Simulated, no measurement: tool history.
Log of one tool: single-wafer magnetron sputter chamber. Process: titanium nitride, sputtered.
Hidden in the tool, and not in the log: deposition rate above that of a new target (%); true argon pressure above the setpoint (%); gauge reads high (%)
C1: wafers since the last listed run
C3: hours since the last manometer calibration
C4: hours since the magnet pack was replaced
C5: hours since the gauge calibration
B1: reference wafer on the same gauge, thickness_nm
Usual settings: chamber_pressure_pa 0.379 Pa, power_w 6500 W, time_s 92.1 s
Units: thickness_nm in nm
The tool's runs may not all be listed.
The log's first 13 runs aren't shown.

Run 14, hour 441.9: usual settings but time_s 82.8 s; C1 370; wafers on the sputter target 1561; C3 3006.2; C4 11340.9; C5 65.1; B1 96.029. Result: thickness_nm 101.521 nm.
Run 15, hour 471.4: usual settings but time_s 82.8 s; C1 410; wafers on the sputter target 1971; C3 3035.7; C4 11370.4; C5 94.6; B1 95.994. Result: thickness_nm 101.602 nm.
Run 16, hour 488.3: usual settings but time_s 82.8 s; C1 235; wafers on the sputter target 2206; C3 3052.6; C4 11387.3; C5 111.5; B1 95.944. Result: thickness_nm 100.769 nm.
At hour 505.4: sputter target and shields replaced.
At hour 513.7: magnet pack replaced.
Run 17, hour 515.2: usual settings but time_s 82.8 s; C1 151; wafers on the sputter target 25; C3 3079.5; C4 1.5; C5 138.4; B1 95.971. Result: thickness_nm 102.085 nm.
Run 18, hour 528.1: usual settings; C1 179; wafers on the sputter target 204; C3 3092.4; C4 14.4; C5 151.3; B1 96.006. Result: thickness_nm 113.018 nm.
At hour 544.6: capacitance manometer re-zeroed and calibrated.
Run 19, hour 553.7: usual settings but chamber_pressure_pa 0.498 Pa, power_w 7550 W, time_s 74.9 s; C1 244; wafers on the sputter target 449; C3 9.1; C4 40.0; C5 176.9; B1 96.013. Result: thickness_nm 101.596 nm.
Run 20, hour 591.5: usual settings but chamber_pressure_pa 0.468 Pa, power_w 7700 W, time_s 100.7 s; C1 526; wafers on the sputter target 975; C3 46.9; C4 77.8; C5 214.7; B1 96.022. Result: thickness_nm 140.501 nm.
Run 21, hour 613.8: usual settings but chamber_pressure_pa 0.324 Pa, power_w 5700 W; C1 310; wafers on the sputter target 1286; C3 69.2; C4 100.1; C5 237.0; B1 96.009. Result: thickness_nm 101.985 nm.
Run 22, hour 648.4: usual settings; C1 481; wafers on the sputter target 1767; C3 103.8; C4 134.7; C5 271.6; B1 96.092. Result: thickness_nm 112.000 nm.
Run 23, hour 671.7: usual settings but chamber_pressure_pa 0.278 Pa, time_s 106.4 s; C1 324; wafers on the sputter target 2092; C3 127.1; C4 158.0; C5 294.9; B1 96.006. Result: thickness_nm 135.225 nm.
At hour 681.7: sputter target and shields replaced.
Run 24, hour 702.7: usual settings but chamber_pressure_pa 0.298 Pa, power_w 4950 W, time_s 106.1 s; C1 320; wafers on the sputter target 292; C3 158.1; C4 189.0; C5 325.9; B1 95.978. Result: thickness_nm 102.888 nm.
Run 25, hour 784.8: usual settings but chamber_pressure_pa 0.496 Pa, power_w 7850 W; C1 1142; wafers on the sputter target 1434; C3 240.2; C4 271.1; C5 408.0; B1 96.060. Result: thickness_nm 129.931 nm.
Run 26, hour 820.1: usual settings but power_w 8100 W, time_s 75.2 s; C1 491; wafers on the sputter target 1926; C3 275.5; C4 306.4; C5 443.3; B1 96.025. Result: thickness_nm 113.882 nm.
Run 27, hour 835.3: usual settings; C1 211; wafers on the sputter target 2137; C3 290.7; C4 321.6; C5 458.5; B1 96.106. Result: thickness_nm 111.664 nm.
Run 28, hour 861.7: usual settings but chamber_pressure_pa 0.433 Pa, power_w 7850 W, time_s 83.4 s; C1 367; wafers on the sputter target 2505; C3 317.1; C4 348.0; C5 484.9; B1 95.978. Result: thickness_nm 118.905 nm.
At hour 884.7: sputter target and shields replaced.
Run 29, hour 885.2: usual settings but time_s 106.7 s; C1 215; wafers on the sputter target 7; C3 340.6; C4 371.5; C5 508.4; B1 96.033. Result: thickness_nm 131.360 nm.
Run 30, hour 899.7: usual settings but chamber_pressure_pa 0.462 Pa, power_w 7600 W, time_s 97.8 s; C1 201; wafers on the sputter target 208; C3 355.1; C4 386.0; C5 522.9; B1 95.933. Result: thickness_nm 135.352 nm.
Run 31, hour 925.1: usual settings but chamber_pressure_pa 0.475 Pa, power_w 7050 W, time_s 99.4 s; C1 353; wafers on the sputter target 562; C3 380.5; C4 411.4; C5 548.3; B1 95.974. Result: thickness_nm 128.062 nm.
At hour 926.8: gauge calibrated.
Run 32, hour 955.4: usual settings but chamber_pressure_pa 0.266 Pa, power_w 6050 W; C1 421; wafers on the sputter target 984; C3 410.8; C4 441.7; C5 28.6; B1 95.943. Result: thickness_nm 111.259 nm.

Forecast each of these 3 alternatives for the next run:
Run A, hour 955.8: usual settings but time_s 81.6 s; C1 5; wafers on the sputter target 989; C3 411.2; C4 442.1; C5 29.0; B1 ?. Result: thickness_nm ?.
Run B, hour 955.8: usual settings but power_w 5600 W; C1 5; wafers on the sputter target 989; C3 411.2; C4 442.1; C5 29.0; B1 ?. Result: thickness_nm ?.
Run C, hour 955.8: usual settings but power_w 7800 W; C1 5; wafers on the sputter target 989; C3 411.2; C4 442.1; C5 29.0; B1 ?. Result: thickness_nm ?.

run      B1  thickness_nm
  A  95.943       100.345
  B  95.943        97.576
  C  95.943       135.909
Without the tool's hidden state the same runs would have given:
run  thickness_nm
  A       100.622
  B        97.845
  C       136.284

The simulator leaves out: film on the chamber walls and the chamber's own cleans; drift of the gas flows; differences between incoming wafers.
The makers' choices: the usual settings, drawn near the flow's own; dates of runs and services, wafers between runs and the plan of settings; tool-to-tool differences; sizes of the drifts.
